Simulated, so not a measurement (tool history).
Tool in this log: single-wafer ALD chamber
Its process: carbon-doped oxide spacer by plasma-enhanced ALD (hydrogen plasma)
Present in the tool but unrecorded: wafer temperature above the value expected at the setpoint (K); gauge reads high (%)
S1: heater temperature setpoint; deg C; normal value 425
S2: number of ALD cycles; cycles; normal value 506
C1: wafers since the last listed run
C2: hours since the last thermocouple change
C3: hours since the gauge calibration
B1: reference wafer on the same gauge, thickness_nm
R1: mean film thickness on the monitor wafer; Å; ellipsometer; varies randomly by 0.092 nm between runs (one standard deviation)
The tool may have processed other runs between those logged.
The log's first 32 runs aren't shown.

run,day,S1,S2,C1,C2,C3,B1,R1
33,77.992,425,506,46,882,213.2,19.986,219.96
34,80.779,425,506,43,948.9,280.1,20.012,220.13
35,82.6,415,591,28,992.6,323.8,19.995,264.93
36,85.321,425,506,42,1057.9,389.1,20.015,218.61
37,87.933,425,506,40,1120.6,451.8,20.044,220.07
38,90.288,429,591,36,1177.1,508.3,20.003,253.88
39,92.171,419,433,29,1222.3,553.5,20.006,191.98
40,94.625,417,416,38,1281.2,612.4,20.001,187.08
41,96.917,425,506,35,1336.2,667.4,20.03,220.52
42,98.962,412,467,32,1385.3,716.5,19.986,213.13
43,100.771,425,575,28,1428.7,759.9,20.005,250.97

Here are 4 independent what-if runs from the current tool condition. What would each one return?
A,100.821,425,506,0,1429.9,761.1,?,?
B,100.821,429,452,0,1429.9,761.1,?,?
C,100.821,440,434,0,1429.9,761.1,?,?
D,100.821,419,554,0,1429.9,761.1,?,?

run,B1,R1
A,19.974,221.53
B,19.974,195.11
C,19.974,180.01
D,19.974,247.65
The same runs, with their run-to-run variation unchanged, on a tool lacking any hidden condition would have given:
run,R1
A,216.59
B,190.7
C,175.77
D,242.25
